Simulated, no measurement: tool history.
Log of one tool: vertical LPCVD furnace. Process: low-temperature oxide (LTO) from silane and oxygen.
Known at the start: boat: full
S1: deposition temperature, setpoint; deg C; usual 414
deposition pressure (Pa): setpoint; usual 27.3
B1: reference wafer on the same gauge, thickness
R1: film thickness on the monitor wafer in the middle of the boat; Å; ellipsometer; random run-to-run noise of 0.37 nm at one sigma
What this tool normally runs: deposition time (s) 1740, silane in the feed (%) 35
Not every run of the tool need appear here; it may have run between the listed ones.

Run 1, hour 0: usual settings but deposition time (s) 1980; B1 226.9. Result: R1 3035.9 Å.
Run 2, hour 10.1: usual settings but S1 405 deg C, silane in the feed (%) 37; B1 227.15. Result: R1 2597.2 Å.
At hour 16.9: gauge calibrated.
Run 3, hour 21: usual settings but deposition pressure (Pa) 28.7, silane in the feed (%) 30; B1 226.9. Result: R1 2268.7 Å.
Run 4, hour 28.8: usual settings but deposition pressure (Pa) 28.7, silane in the feed (%) 30; B1 226.92. Result: R1 2269.1 Å.
Run 5, hour 36.6: usual settings but deposition pressure (Pa) 28.7, silane in the feed (%) 30; B1 227.06. Result: R1 2272.2 Å.
Run 6, hour 50.6: usual settings but deposition time (s) 2100; B1 226.88. Result: R1 3221.6 Å.
Run 7, hour 63.4: usual settings but S1 411 deg C; B1 227.02. Result: R1 2594.4 Å.
Run 8, hour 79.2: usual settings but S1 411 deg C; B1 227.1. Result: R1 2595.1 Å.
At hour 111.3: thermocouples replaced and temperature profile calibrated.
Run 9, hour 111.8: usual settings; B1 227.03. Result: R1 2556.8 Å.
Run 10, hour 115.7: usual settings; B1 227.05. Result: R1 2557.1 Å.
Run 11, hour 119.7: usual settings; B1 227.06. Result: R1 2554.7 Å.
Run 12, hour 123.6: usual settings; B1 226.85. Result: R1 2553.9 Å.
Run 13, hour 127.6: usual settings; B1 227.11. Result: R1 2549.7 Å.
Run 14, hour 139.3: usual settings but deposition time (s) 1470; B1 227.09. Result: R1 2158 Å.
Run 15, hour 156.4: usual settings but deposition pressure (Pa) 31.3, deposition time (s) 1530, silane in the feed (%) 42; B1 227.05. Result: R1 3187.6 Å.
Run 16, hour 165: usual settings but S1 409 deg C, deposition time (s) 1320; B1 226.94. Result: R1 1841.8 Å.
At hour 199: silane flow controller replaced.
Run 17, hour 199.5: usual settings but deposition pressure (Pa) 32.7, deposition time (s) 1350; B1 226.92. Result: R1 2363.8 Å.
Run 18, hour 203.5: usual settings but deposition pressure (Pa) 22.7, deposition time (s) 2280; B1 227. Result: R1 2819.6 Å.
Run 19, hour 208.3: usual settings; B1 226.93. Result: R1 2570.5 Å.
At hour 234.9: pressure gauge zeroed.
Run 20, hour 235.4: usual settings but deposition time (s) 2190, silane in the feed (%) 40; B1 226.92. Result: R1 3678.3 Å.
At hour 235.8: gauge calibrated.
Run 21, hour 239.3: usual settings but deposition pressure (Pa) 33.3; B1 227.08. Result: R1 3025.4 Å.
Run 22, hour 248.2: usual settings but S1 403 deg C, silane in the feed (%) 31; B1 227.12. Result: R1 1860.6 Å.
Run 23, hour 259.3: usual settings; B1 226.9. Result: R1 2481.8 Å.
Run 24, hour 269: usual settings; B1 227. Result: R1 2484.8 Å.
Run 25, hour 286.4: usual settings but silane in the feed (%) 33; B1 226.86. Result: R1 2292.4 Å.
Run 26, hour 294.7: usual settings but deposition time (s) 1140, silane in the feed (%) 29; B1 227.01. Result: R1 1259.9 Å.
Run 27, hour 302.7: usual settings but S1 403 deg C, silane in the feed (%) 31; B1 227.14. Result: R1 1863.9 Å.
Run 28, hour 354.4: usual settings; B1 226.94. Result: R1 2503.1 Å.
Run 29, hour 367: usual settings but deposition pressure (Pa) 32.7; B1 226.91. Result: R1 2976.5 Å.

Alternative continuations, all from the tool just after run 29; predict every row:
Run A, hour 371: usual settings; B1 ?. Result: R1 ?.
Run B, hour 371: usual settings but S1 420 deg C, deposition pressure (Pa) 21.3, deposition time (s) 1140, silane in the feed (%) 37; B1 ?. Result: R1 ?.
Run C, hour 371: usual settings but S1 418 deg C; B1 ?. Result: R1 ?.

run      B1      R1
  A  226.89  2495.5
  B  226.89  1457.7
  C  226.89  2604.8
Without the tool's hidden state the same runs would have given:
run      R1
  A  2458.2
  B  1436.9
  C  2566.5
